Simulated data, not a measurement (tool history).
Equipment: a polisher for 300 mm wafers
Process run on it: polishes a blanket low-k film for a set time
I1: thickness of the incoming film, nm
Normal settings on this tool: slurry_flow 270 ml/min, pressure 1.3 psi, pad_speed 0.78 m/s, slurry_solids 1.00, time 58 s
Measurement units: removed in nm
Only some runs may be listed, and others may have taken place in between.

Run 1, hour 0.0: usual settings; I1 514.9. Result: removed 14.1 nm.
Run 2, hour 17.4: usual settings; I1 510.6. Result: removed 14.2 nm.
Run 3, hour 43.3: usual settings but time 67 s; I1 514.7. Result: removed 16.6 nm.
At hour 75.7: worn pad replaced by a new one.
Run 4, hour 76.2: usual settings but time 67 s; I1 512.9. Result: removed 16.1 nm.
At hour 85.8: slurry blender recalibrated.
Run 5, hour 93.1: usual settings; I1 503.4. Result: removed 13.9 nm.
Run 6, hour 109.5: usual settings; I1 507.6. Result: removed 13.8 nm.
Run 7, hour 133.8: usual settings but pad_speed 0.70 m/s; I1 508.6. Result: removed 13.1 nm.
Run 8, hour 163.8: usual settings but pad_speed 0.70 m/s; I1 518.3. Result: removed 13.1 nm.
Run 9, hour 198.8: usual settings but pad_speed 0.70 m/s; I1 507.8. Result: removed 13.4 nm.
At hour 212.6: worn pad replaced by a new one.
Run 10, hour 231.4: usual settings; I1 512.5. Result: removed 14.2 nm.
At hour 244.0: slurry nozzle cleaned.
Run 11, hour 255.1: usual settings; I1 511.9. Result: removed 14.1 nm.
Run 12, hour 280.5: usual settings; I1 513.8. Result: removed 14.0 nm.
Run 13, hour 305.0: usual settings but slurry_flow 360 ml/min, pad_speed 0.86 m/s, slurry_solids 1.30, time 48 s; I1 516.9. Result: removed 14.1 nm.
At hour 323.8: worn pad replaced by a new one.
Run 14, hour 332.8: usual settings but pad_speed 0.60 m/s, time 52 s; I1 515.2. Result: removed 10.9 nm.
At hour 342.7: conditioning disc replaced and pad reconditioned.
Run 15, hour 355.3: usual settings but slurry_flow 355 ml/min, pad_speed 0.66 m/s, slurry_solids 1.25, time 68 s; I1 513.0. Result: removed 16.2 nm.
At hour 360.4: head pressure recalibrated.
Run 16, hour 373.5: usual settings; I1 520.8. Result: removed 13.9 nm.
Run 17, hour 386.8: usual settings but pressure 0.9 psi, time 70 s; I1 507.4. Result: removed 13.2 nm.
Run 18, hour 417.7: usual settings but pad_speed 0.62 m/s, time 73 s; I1 508.2. Result: removed 15.0 nm.
At hour 429.7: worn pad replaced by a new one.
Run 19, hour 434.9: usual settings but pressure 0.9 psi, slurry_solids 0.80; I1 506.3. Result: removed 9.6 nm.
At hour 459.2: slurry blender recalibrated.
Run 20, hour 459.9: usual settings but slurry_flow 225 ml/min, slurry_solids 0.85; I1 503.7. Result: removed 12.5 nm.
Run 21, hour 485.9: usual settings but slurry_solids 0.75, time 67 s; I1 511.6. Result: removed 14.2 nm.
Run 22, hour 511.4: usual settings but pressure 1.6 psi, pad_speed 0.96 m/s; I1 501.9. Result: removed 18.9 nm.
At hour 561.0: worn pad replaced by a new one.
Run 23, hour 581.4: usual settings; I1 513.0. Result: removed 13.8 nm.
Run 24, hour 610.4: usual settings but slurry_flow 310 ml/min; I1 508.0. Result: removed 14.2 nm.

What the log doesn't show, run by run:
removal rate lost through wear of the pad, %: 0, the same for each run
slurry flow missing at the pad, %: 0, the same for each run
deviation of the head's pressure from its setpoint, %: 0, the same for each run
abrasive missing from the slurry, %: 0, the same for each run
time polished since the conditioner stopped cutting, s: 0, the same for each run
